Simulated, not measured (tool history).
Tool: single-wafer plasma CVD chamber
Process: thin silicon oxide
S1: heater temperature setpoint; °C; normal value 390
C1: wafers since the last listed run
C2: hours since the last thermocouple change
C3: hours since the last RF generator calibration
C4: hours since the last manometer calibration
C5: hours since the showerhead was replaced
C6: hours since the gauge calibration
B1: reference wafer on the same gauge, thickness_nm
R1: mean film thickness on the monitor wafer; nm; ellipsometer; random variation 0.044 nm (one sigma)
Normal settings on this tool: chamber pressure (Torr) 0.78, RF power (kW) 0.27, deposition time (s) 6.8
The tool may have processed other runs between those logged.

Run 1, hour 0: usual settings; C1 0; C2 1996.2; C3 785.1; C4 874.1; C5 2.2; C6 1782.3; B1 12.125. Result: R1 10.82 nm.
Run 2, hour 43.7: usual settings; C1 2107; C2 2039.9; C3 828.8; C4 917.8; C5 45.9; C6 1826; B1 12.103. Result: R1 10.845 nm.
Run 3, hour 96.9: usual settings but RF power (kW) 0.22; C1 2565; C2 2093.1; C3 882; C4 971; C5 99.1; C6 1879.2; B1 12.129. Result: R1 9.934 nm.
Run 4, hour 145.7: usual settings but chamber pressure (Torr) 0.927; C1 2353; C2 2141.9; C3 930.8; C4 1019.8; C5 147.9; C6 1928; B1 12.11. Result: R1 12.694 nm.
At hour 195: RF generator calibrated.
Run 5, hour 336.6: usual settings but S1 375 °C, chamber pressure (Torr) 0.634, RF power (kW) 0.295; C1 8821; C2 2332.8; C3 141.6; C4 1210.7; C5 338.8; C6 2118.9; B1 12.122. Result: R1 9.283 nm.
Run 6, hour 396.5: usual settings but S1 385 °C, chamber pressure (Torr) 0.678, RF power (kW) 0.32; C1 2889; C2 2392.7; C3 201.5; C4 1270.6; C5 398.7; C6 2178.8; B1 12.089. Result: R1 10.269 nm.
At hour 437.3: capacitance manometer re-zeroed and calibrated.
Run 7, hour 609.4: usual settings but S1 399 °C, chamber pressure (Torr) 0.941, deposition time (s) 5.55; C1 9882; C2 2605.6; C3 414.4; C4 172.1; C5 611.6; C6 2391.7; B1 12.086. Result: R1 10.429 nm.
Run 8, hour 643.5: usual settings but RF power (kW) 0.305; C1 1644; C2 2639.7; C3 448.5; C4 206.2; C5 645.7; C6 2425.8; B1 12.094. Result: R1 11.412 nm.
Run 9, hour 672.6: usual settings but S1 395 °C, chamber pressure (Torr) 0.904; C1 1403; C2 2668.8; C3 477.6; C4 235.3; C5 674.8; C6 2454.9; B1 12.106. Result: R1 12.418 nm.
Run 10, hour 744.5: usual settings; C1 3467; C2 2740.7; C3 549.5; C4 307.2; C5 746.7; C6 2526.8; B1 12.108. Result: R1 10.907 nm.
Run 11, hour 815.6: usual settings; C1 3429; C2 2811.8; C3 620.6; C4 378.3; C5 817.8; C6 2597.9; B1 12.097. Result: R1 10.835 nm.
At hour 838.8: thermocouple changed; heater temperature recalibrated.
Run 12, hour 882.6: usual settings; C1 2845; C2 43.8; C3 687.6; C4 445.3; C5 884.8; C6 2664.9; B1 12.098. Result: R1 10.882 nm.
Run 13, hour 930.5: usual settings but chamber pressure (Torr) 0.927; C1 2310; C2 91.7; C3 735.5; C4 493.2; C5 932.7; C6 2712.8; B1 12.083. Result: R1 12.64 nm.
At hour 968.8: RF generator calibrated.
Run 14, hour 1041.1: usual settings; C1 4948; C2 202.3; C3 72.3; C4 603.8; C5 1043.3; C6 2823.4; B1 12.108. Result: R1 10.976 nm.
Run 15, hour 1069.3: usual settings but S1 376 °C; C1 1360; C2 230.5; C3 100.5; C4 632; C5 1071.5; C6 2851.6; B1 12.099. Result: R1 11.236 nm.
At hour 1078.5: gauge calibrated.
Run 16, hour 1126.3: usual settings but S1 382 °C, chamber pressure (Torr) 0.71, RF power (kW) 0.23; C1 2749; C2 287.5; C3 157.5; C4 689; C5 1128.5; C6 47.8; B1 12.067. Result: R1 9.355 nm.
Run 17, hour 1174.6: usual settings but S1 379 °C, chamber pressure (Torr) 0.636, RF power (kW) 0.23; C1 2329; C2 335.8; C3 205.8; C4 737.3; C5 1176.8; C6 96.1; B1 12.112. Result: R1 8.256 nm.
Run 18, hour 1238.4: usual settings but chamber pressure (Torr) 0.835, deposition time (s) 7.27; C1 3077; C2 399.6; C3 269.6; C4 801.1; C5 1240.6; C6 159.9; B1 12.107. Result: R1 12.519 nm.
Run 19, hour 1275.6: usual settings but S1 378 °C, deposition time (s) 6.37; C1 1794; C2 436.8; C3 306.8; C4 838.3; C5 1277.8; C6 197.1; B1 12.095. Result: R1 10.317 nm.
Run 20, hour 1324.6: usual settings but S1 401 °C, chamber pressure (Torr) 0.859; C1 2363; C2 485.8; C3 355.8; C4 887.3; C5 1326.8; C6 246.1; B1 12.101. Result: R1 11.883 nm.
Run 21, hour 1389.1: usual settings but S1 396 °C, chamber pressure (Torr) 0.974; C1 3110; C2 550.3; C3 420.3; C4 951.8; C5 1391.3; C6 310.6; B1 12.105. Result: R1 13.318 nm.
Run 22, hour 1451.8: usual settings but S1 386 °C, RF power (kW) 0.22, deposition time (s) 5.81; C1 3024; C2 613; C3 483; C4 1014.5; C5 1454; C6 373.3; B1 12.12. Result: R1 8.529 nm.
Run 23, hour 1489.6: usual settings but chamber pressure (Torr) 0.626; C1 1823; C2 650.8; C3 520.8; C4 1052.3; C5 1491.8; C6 411.1; B1 12.093. Result: R1 8.648 nm.
Run 24, hour 1535.4: usual settings; C1 2208; C2 696.6; C3 566.6; C4 1098.1; C5 1537.6; C6 456.9; B1 12.095. Result: R1 10.841 nm.
Run 25, hour 1604.2: usual settings but chamber pressure (Torr) 0.942, RF power (kW) 0.3; C1 3318; C2 765.4; C3 635.4; C4 1166.9; C5 1606.4; C6 525.7; B1 12.112. Result: R1 13.469 nm.
At hour 1677.4: capacitance manometer re-zeroed and calibrated.
Run 26, hour 1677.9: usual settings; C1 3168; C2 839.1; C3 709.1; C4 0.5; C5 1680.1; C6 599.4; B1 12.109. Result: R1 10.915 nm.
Run 27, hour 1727.5: usual settings; C1 2392; C2 888.7; C3 758.7; C4 50.1; C5 1729.7; C6 649; B1 12.091. Result: R1 10.84 nm.

What if the next run were any one of these 5? Each begins from the tool's condition after run 27:
Run A, hour 1727.9: usual settings; C1 19; C2 889.1; C3 759.1; C4 50.5; C5 1730.1; C6 649.4; B1 ?. Result: R1 ?.
Run B, hour 1727.9: usual settings but RF power (kW) 0.24, deposition time (s) 6.26; C1 19; C2 889.1; C3 759.1; C4 50.5; C5 1730.1; C6 649.4; B1 ?. Result: R1 ?.
Run C, hour 1727.9: usual settings but S1 386 °C, chamber pressure (Torr) 0.835, deposition time (s) 7.95; C1 19; C2 889.1; C3 759.1; C4 50.5; C5 1730.1; C6 649.4; B1 ?. Result: R1 ?.
Run D, hour 1727.9: usual settings but S1 381 °C, chamber pressure (Torr) 0.684, RF power (kW) 0.255, deposition time (s) 7.64; C1 19; C2 889.1; C3 759.1; C4 50.5; C5 1730.1; C6 649.4; B1 ?. Result: R1 ?.
Run E, hour 1727.9: usual settings but RF power (kW) 0.24, deposition time (s) 7.9; C1 19; C2 889.1; C3 759.1; C4 50.5; C5 1730.1; C6 649.4; B1 ?. Result: R1 ?.

run      B1      R1
  A  12.101  10.901
  B  12.101   9.518
  C  12.101  13.622
  D  12.101  10.482
  E  12.101  12.005
Without the tool's unlogged condition, the same runs would have read:
run      R1
  A  11.148
  B   9.747
  C  13.931
  D  10.728
  E  12.294

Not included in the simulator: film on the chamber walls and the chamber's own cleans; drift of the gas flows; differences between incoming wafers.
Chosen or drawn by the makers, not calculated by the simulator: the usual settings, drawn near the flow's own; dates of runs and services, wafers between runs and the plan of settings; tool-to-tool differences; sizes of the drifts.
